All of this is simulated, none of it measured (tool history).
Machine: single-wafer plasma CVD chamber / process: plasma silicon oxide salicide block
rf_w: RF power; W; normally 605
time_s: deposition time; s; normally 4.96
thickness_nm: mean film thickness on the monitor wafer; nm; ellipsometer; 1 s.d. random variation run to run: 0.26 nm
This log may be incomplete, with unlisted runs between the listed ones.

| run | hour | rf_w | time_s | read-back reference wafer on the same gauge, thickness_nm | thickness_nm |
|---|---|---|---|---|---|
| 1 | 0 | 605 | 4.96 | 48.335 | 50.56 |
| 2 | 12 | 605 | 4.96 | 48.422 | 50.472 |
| 3 | 28.5 | 605 | 4.96 | 48.42 | 50.709 |
| 4 | 50.6 | 605 | 4.96 | 48.402 | 50.653 |
| 5 | 65.1 | 605 | 4.96 | 48.405 | 50.547 |
| 6 | 79.4 | 605 | 4.96 | 48.413 | 51.197 |
| 7 | 104.4 | 515 | 4.96 | 48.299 | 48.184 |
| 8 | 129.8 | 515 | 4.96 | 48.509 | 48.236 |
| 9 | 154.6 | 515 | 4.96 | 48.404 | 48.019 |
| 10 | 185.8 | 605 | 4.96 | 48.474 | 50.592 |
| 11 | 198.7 | 605 | 4.96 | 48.347 | 50.587 |
| 12 | 230.9 | 605 | 4.96 | 48.474 | 50.496 |
| 13 | 251.4 | 605 | 4.96 | 48.34 | 50.815 |
| 14 | 276.2 | 605 | 4.96 | 48.428 | 50.636 |
| 15 | 293.2 | 605 | 4.96 | 48.461 | 50.547 |
| 16 | 327.7 | 605 | 4.96 | 48.545 | 50.515 |
| 17 | 404.5 | 605 | 4.96 | 48.322 | 49.822 |
| 18 | 425.7 | 605 | 4.96 | 48.524 | 50.087 |
| 19 | 440.2 | 605 | 4.96 | 48.415 | 50.544 |
| 20 | 469.3 | 565 | 4.01 | 48.443 | 39.631 |
|  | 480.4 | RF generator calibrated |
| 21 | 497.4 | 605 | 4.96 | 48.31 | 50.976 |
| 22 | 529.5 | 665 | 4.96 | 48.332 | 52.987 |
|  | 540.8 | showerhead replaced |
| 23 | 547.4 | 605 | 4.96 | 48.491 | 51.311 |
| 24 | 579.5 | 605 | 4.96 | 48.374 | 51.024 |
| 25 | 602.2 | 490 | 5.66 | 48.394 | 54.687 |
| 26 | 630.9 | 575 | 4.39 | 48.3 | 44.13 |
| 27 | 655.3 | 500 | 5.54 | 48.294 | 53.446 |
| 28 | 675.2 | 500 | 3.98 | 48.472 | 38.662 |
| 29 | 695.8 | 605 | 4.96 | 48.429 | 51.239 |
| 30 | 729.1 | 555 | 4.47 | 48.446 | 44.837 |
| 31 | 762.6 | 650 | 5.23 | 48.406 | 55.331 |
| 32 | 786.9 | 605 | 5.23 | 48.436 | 53.723 |
|  | 814.8 | gauge calibrated |
| 33 | 816.4 | 605 | 4.96 | 48.496 | 50.653 |
| 34 | 835.3 | 705 | 4.23 | 48.549 | 45.162 |
| 35 | 937.4 | 605 | 4.28 | 48.347 | 43.549 |
| 36 | 962.1 | 605 | 4.96 | 48.337 | 50.961 |
| 37 | 975.1 | 565 | 5.86 | 48.404 | 58.509 |
| 38 | 988.3 | 605 | 4.7 | 48.383 | 47.642 |
| 39 | 1019.3 | 535 | 5.68 | 48.429 | 55.899 |
| 40 | 1037.4 | 505 | 4.22 | 48.479 | 40.733 |
| 41 | 1073.2 | 720 | 5.35 | 48.417 | 57.915 |
| 42 | 1106.4 | 605 | 4.96 | 48.521 | 50.514 |
| 43 | 1137.9 | 660 | 4.18 | 48.402 | 43.678 |
| 44 | 1170.6 | 560 | 5.32 | 48.488 | 52.692 |

What was the tool's hidden state at every run in the log?
gauge reads high (%): 0 in every run
H1: delivered RF power above the setpoint (%)
| run | H1 |
|---|---|
| 1 | -3.02 |
| 2 | -3.13 |
| 3 | -3.27 |
| 4 | -3.45 |
| 5 | -3.57 |
| 6 | -3.7 |
| 7 | -3.91 |
| 8 | -4.12 |
| 9 | -4.33 |
| 10 | -4.6 |
| 11 | -4.7 |
| 12 | -4.98 |
| 13 | -5.15 |
| 14 | -5.36 |
| 15 | -5.5 |
| 16 | -5.8 |
| 17 | -6.45 |
| 18 | -6.62 |
| 19 | -6.75 |
| 20 | -6.99 |
| 21 | -0.422 |
| 22 | -0.693 |
| 23 | -0.845 |
| 24 | -1.12 |
| 25 | -1.31 |
| 26 | -1.55 |
| 27 | -1.76 |
| 28 | -1.93 |
| 29 | -2.1 |
| 30 | -2.38 |
| 31 | -2.66 |
| 32 | -2.87 |
| 33 | -3.12 |
| 34 | -3.28 |
| 35 | -4.14 |
| 36 | -4.35 |
| 37 | -4.46 |
| 38 | -4.57 |
| 39 | -4.84 |
| 40 | -4.99 |
| 41 | -5.29 |
| 42 | -5.57 |
| 43 | -5.84 |
| 44 | -6.12 |
